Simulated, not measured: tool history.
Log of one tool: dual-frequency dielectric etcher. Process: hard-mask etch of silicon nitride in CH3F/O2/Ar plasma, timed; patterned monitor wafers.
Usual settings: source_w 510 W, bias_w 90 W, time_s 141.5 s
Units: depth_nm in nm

run     day  source_w  bias_w  time_s  wafers since the last listed run  hours since the last wet clean  hours since the last source power generator calibration  hours since the last bias power generator calibration  hours since the last upper electrode change  hours since the gauge calibration  read-back reference wafer on the same gauge, depth_nm  depth_nm
  1       0       510      90   141.5                                 0                            48.1                                                    721.5                                                 2918.5                                       1743.6                             2109.5                                                  112.8     117.1
  2   3.225       510      90   141.5                               377                           125.5                                                    798.9                                                 2995.9                                         1821                             2186.9                                                  113.1     117.2
  3  14.862       510      90   141.5                              1360                           404.8                                                   1078.2                                                 3275.2                                       2100.3                             2466.2                                                    113     117.4
  4  16.812       480      90   141.5                               228                           451.6                                                     1125                                                   3322                                       2147.1                               2513                                                    113     115.1
  5  18.746       480      90   141.5                               226                             498                                                   1171.4                                                 3368.4                                       2193.5                             2559.4                                                    113     115.1
  6  20.733       480      90   141.5                               232                           545.7                                                   1219.1                                                 3416.1                                       2241.2                             2607.1                                                    113       116
     23.212  -- wet clean of the chamber
  7  23.667       510      90   141.5                               226                            10.9                                                   1289.5                                                 3486.5                                       2311.6                             2677.5                                                  113.1     117.3
  8  25.821       510      90   141.5                               251                            62.6                                                   1341.2                                                 3538.2                                       2363.3                             2729.2                                                  113.1     118.8
  9  28.829       510      90   141.5                               351                           134.8                                                   1413.4                                                 3610.4                                       2435.5                             2801.4                                                    113     118.6
 10  31.633       510      90   141.5                               327                           202.1                                                   1480.7                                                 3677.7                                       2502.8                             2868.7                                                    113     117.6
 11  34.592       510      75   114.5                               345                           273.1                                                   1551.7                                                 3748.7                                       2573.8                             2939.7                                                    113      87.8
 12   36.75       510      90   172.5                               252                           324.9                                                   1603.5                                                 3800.5                                       2625.6                             2991.5                                                  112.9     144.9
 13  40.288       470      90   141.5                               413                           409.8                                                   1688.4                                                 3885.4                                       2710.5                             3076.4                                                  113.1     115.5
     43.654  -- wet clean of the chamber
 14  44.625       380     106     107                               390                            23.3                                                   1792.5                                                 3989.5                                       2814.6                             3180.5                                                    113      88.9
 15  47.612       510      90   141.5                               349                              95                                                   1864.2                                                 4061.2                                       2886.3                             3252.2                                                    113     119.3
     47.908  -- source power generator calibrated
     49.442  -- gauge calibrated
 16  50.096       480      90   141.5                               270                           154.6                                                     52.5                                                 4120.8                                       2945.9                               15.7                                                    113     116.9
 17  54.221       510      90   141.5                               482                           253.6                                                    151.5                                                 4219.8                                       3044.9                              114.7                                                    113     119.1
     55.708  -- upper electrode replaced
 18  56.375       510     100   141.5                               134                           305.3                                                    203.2                                                 4271.5                                           16                              166.4                                                  112.9     124.5
 19  58.958       470      97   124.5                               302                           367.3                                                    265.2                                                 4333.5                                           78                              228.4                                                  112.8     105.6
       59.4  -- bias power generator calibrated
 20  60.667       470      77   141.5                               180                           408.3                                                    306.2                                                   30.4                                          119                              269.4                                                    113     105.6
 21   62.35       510      90   141.5                               196                           448.7                                                    346.6                                                   70.8                                        159.4                              309.8                                                    113     116.1
     64.038  -- wet clean of the chamber
 22  65.667       510      90   141.5                               270                            39.1                                                    426.2                                                  150.4                                          239                              389.4                                                  113.1     116.5
 23  68.942       400     106   162.5                               382                           117.7                                                    504.8                                                    229                                        317.6                                468                                                    113     134.1
 24  71.417       600      76     108                               289                           177.1                                                    564.2                                                  288.4                                          377                              527.4                                                    113      86.5
 25  74.917       540      73   113.5                               409                           261.1                                                    648.2                                                  372.4                                          461                              611.4                                                  113.1      86.7
 26  78.492       510      90   141.5                               418                           346.9                                                      734                                                  458.2                                        546.8                              697.2                                                    113     116.2
 27  82.229       450      96   106.5                               437                           436.6                                                    823.7                                                  547.9                                        636.5                              786.9                                                  113.1      86.2
     84.421  -- wet clean of the chamber
 28  84.592       420      90   141.5                               159                             4.1                                                    880.4                                                  604.6                                        693.2                              843.6                                                    113     108.5
 29  87.592       550      90     112                               350                            76.1                                                    952.4                                                  676.6                                        765.2                              915.6                                                  113.1      94.1

Hidden state at the last listed run before each entry between runs and at the first one after, where it differs:
Between runs 6 and 7: wet clean of the chamber (day 23.212)
  bias power that arrives over what is set, %: 3.15 -> 3.29
  measured less the result without the state, depth_nm: +1.6 -> +1.7 nm
Between runs 13 and 14: wet clean of the chamber (day 43.654)
  bias power that arrives over what is set, %: 4.14 -> 4.38
  measured less the result without the state, depth_nm: +2.1 -> +1.8 nm
Between runs 15 and 16: source power generator calibrated (day 47.908); gauge calibrated (day 49.442)
  bias power that arrives over what is set, %: 4.55 -> 4.69
  measured less the result without the state, depth_nm: +2.4 -> +2.4 nm
Between runs 17 and 18: upper electrode replaced (day 55.708)
  bias power that arrives over what is set, %: 4.93 -> 5.06
  measured less the result without the state, depth_nm: +2.5 -> +2.8 nm
Between runs 19 and 20: bias power generator calibrated (day 59.4)
  bias power that arrives over what is set, %: 5.21 -> -0.474
  measured less the result without the state, depth_nm: +2.4 -> -0.2 nm
Between runs 21 and 22: wet clean of the chamber (day 64.038)
  bias power that arrives over what is set, %: -0.473 -> -0.468
  measured less the result without the state, depth_nm: -0.3 -> -0.2 nm
Between runs 27 and 28: wet clean of the chamber (day 84.421)
  bias power that arrives over what is set, %: -0.388 -> -0.369
  measured less the result without the state, depth_nm: -0.2 -> -0.2 nm

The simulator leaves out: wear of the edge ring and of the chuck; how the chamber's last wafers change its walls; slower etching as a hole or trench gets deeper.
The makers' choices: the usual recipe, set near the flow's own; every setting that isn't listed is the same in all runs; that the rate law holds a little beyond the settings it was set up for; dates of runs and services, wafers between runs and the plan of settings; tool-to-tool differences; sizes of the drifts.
